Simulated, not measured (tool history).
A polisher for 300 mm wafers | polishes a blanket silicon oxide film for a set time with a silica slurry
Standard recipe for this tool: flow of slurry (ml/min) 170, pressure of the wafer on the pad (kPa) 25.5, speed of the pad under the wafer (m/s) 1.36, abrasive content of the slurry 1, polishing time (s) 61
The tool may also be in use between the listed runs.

| run | day | flow of slurry (ml/min) | pressure of the wafer on the pad (kPa) | speed of the pad under the wafer (m/s) | abrasive content of the slurry | polishing time (s) | wafers since the last listed run | wafers polished on this pad | hours since the slurry nozzle was cleaned | hours since the head pressure was calibrated | hours since the slurry blender was calibrated | hours since the conditioning disc was replaced | incoming thickness of the incoming film, nm | film removed (nm) |
|---|---|---|---|---|---|---|---|---|---|---|---|---|---|---|
| 1 | 0 | 170 | 30.3 | 1.36 | 1 | 61 | 0 | 4329 | 41.2 | 275.7 | 243 | 724.9 | 1539.7 | 211.2 |
|  | 1.604 | conditioning disc replaced and pad reconditioned |
| 2 | 3.571 | 170 | 30.3 | 1.36 | 1 | 61 | 876 | 5205 | 126.9 | 361.4 | 328.7 | 47.2 | 1547.6 | 211.4 |
| 3 | 6.612 | 170 | 25.5 | 1.36 | 1.15 | 61 | 764 | 5970 | 199.9 | 434.4 | 401.7 | 120.2 | 1529.2 | 190.8 |
| 4 | 10.292 | 170 | 25.5 | 1.36 | 1.15 | 61 | 924 | 6894 | 288.2 | 522.7 | 490 | 208.5 | 1538.3 | 189.8 |
| 5 | 12.188 | 170 | 21.4 | 1.36 | 1 | 61 | 476 | 7370 | 333.7 | 568.2 | 535.5 | 254 | 1538.3 | 147.4 |
|  | 14.188 | worn pad replaced by a new one |
| 6 | 15.962 | 170 | 25.5 | 0.98 | 0.75 | 82 | 906 | 445 | 424.3 | 658.8 | 626.1 | 344.6 | 1522.6 | 147.6 |
| 7 | 17.571 | 170 | 25.5 | 1.36 | 1 | 61 | 404 | 849 | 462.9 | 697.4 | 664.7 | 383.2 | 1529.3 | 174.2 |
|  | 19.404 | slurry blender recalibrated |
| 8 | 19.592 | 170 | 25.5 | 1.36 | 1 | 61 | 486 | 1336 | 511.4 | 745.9 | 4.5 | 431.7 | 1535.5 | 169.9 |
| 9 | 22.379 | 195 | 25.5 | 1.64 | 1 | 61 | 700 | 2036 | 578.3 | 812.8 | 71.4 | 498.6 | 1529.5 | 203.2 |
| 10 | 25.85 | 130 | 22.1 | 1.36 | 0.75 | 61 | 871 | 2908 | 661.6 | 896.1 | 154.7 | 581.9 | 1508.3 | 114 |
| 11 | 28.925 | 170 | 25.5 | 0.98 | 1 | 71 | 772 | 3681 | 735.4 | 969.9 | 228.5 | 655.7 | 1544.8 | 147.6 |
|  | 29.954 | conditioning disc replaced and pad reconditioned |
| 12 | 31.054 | 170 | 22.8 | 1.1 | 1.25 | 61 | 513 | 4195 | 786.5 | 1021 | 279.6 | 26.4 | 1523 | 137.4 |
| 13 | 32.579 | 140 | 33.8 | 0.96 | 1 | 61 | 383 | 4578 | 823.1 | 1057.6 | 316.2 | 63 | 1510.6 | 152.6 |
|  | 33.121 | slurry nozzle cleaned |
| 14 | 36.158 | 170 | 25.5 | 1.36 | 1.3 | 77 | 888 | 5467 | 72.9 | 1143.5 | 402.1 | 148.9 | 1520.9 | 255 |
| 15 | 37.812 | 170 | 25.5 | 1.36 | 1 | 61 | 415 | 5882 | 112.6 | 1183.2 | 441.8 | 188.6 | 1524.2 | 177.6 |
|  | 39.929 | head pressure recalibrated |
|  | 40.554 | worn pad replaced by a new one |
| 16 | 41.712 | 170 | 25.5 | 1.08 | 1 | 54 | 916 | 291 | 206.2 | 42.8 | 535.4 | 282.2 | 1564.5 | 130.6 |
|  | 44.662 | slurry blender recalibrated |
| 17 | 45.904 | 170 | 25.5 | 1.36 | 1.15 | 80 | 1032 | 1323 | 306.8 | 143.4 | 29.8 | 382.8 | 1560.9 | 250.5 |
| 18 | 47.833 | 170 | 25.5 | 1.36 | 1 | 61 | 484 | 1808 | 353.1 | 189.7 | 76.1 | 429.1 | 1560.8 | 175.6 |
| 19 | 50.308 | 170 | 25.5 | 1.36 | 1 | 61 | 621 | 2429 | 412.5 | 249.1 | 135.5 | 488.5 | 1542.8 | 174.5 |
| 20 | 54.1 | 125 | 25.5 | 1.36 | 1 | 61 | 952 | 3382 | 503.5 | 340.1 | 226.5 | 579.5 | 1532.5 | 163.1 |
|  | 56.475 | conditioning disc replaced and pad reconditioned |
| 21 | 58.162 | 205 | 33.1 | 0.96 | 1 | 53 | 999 | 4382 | 601 | 437.6 | 324 | 40.5 | 1548.8 | 148.9 |
| 22 | 62.492 | 170 | 25.5 | 1.36 | 1 | 61 | 1087 | 5469 | 704.9 | 541.5 | 427.9 | 144.4 | 1548.8 | 166.2 |
| 23 | 65.262 | 125 | 25.5 | 1.6 | 1 | 74 | 696 | 6165 | 771.4 | 608 | 494.4 | 210.9 | 1555.4 | 208.2 |
| 24 | 67.462 | 170 | 22.1 | 0.98 | 1.3 | 61 | 552 | 6718 | 824.2 | 660.8 | 547.2 | 263.7 | 1547.4 | 120.8 |
|  | 67.679 | slurry nozzle cleaned |
| 25 | 70.221 | 170 | 25.5 | 1.52 | 1 | 61 | 682 | 7401 | 61 | 727 | 613.4 | 329.9 | 1550.2 | 196.1 |
|  | 71.912 | worn pad replaced by a new one |
| 26 | 73.662 | 170 | 25.5 | 1.36 | 1 | 61 | 822 | 439 | 143.6 | 809.6 | 696 | 412.5 | 1559.4 | 179.7 |

Forecast each of these 3 alternatives for the next run:
| A | 73.679 | 170 | 25.5 | 1.36 | 1 | 73 | 4 | 443 | 144 | 810 | 696.4 | 412.9 | 1516.2 | ? |
| B | 73.679 | 120 | 25.5 | 1.36 | 1 | 52 | 4 | 443 | 144 | 810 | 696.4 | 412.9 | 1516.2 | ? |
| C | 73.679 | 170 | 17.9 | 1.54 | 1 | 47 | 4 | 443 | 144 | 810 | 696.4 | 412.9 | 1516.2 | ? |

| run | film removed (nm) |
|---|---|
| A | 213.7 |
| B | 142.8 |
| C | 107.6 |
The same runs, with their run-to-run variation unchanged, on a tool lacking any hidden condition would have given:
| run | film removed (nm) |
|---|---|
| A | 214.8 |
| B | 143.8 |
| C | 108.1 |
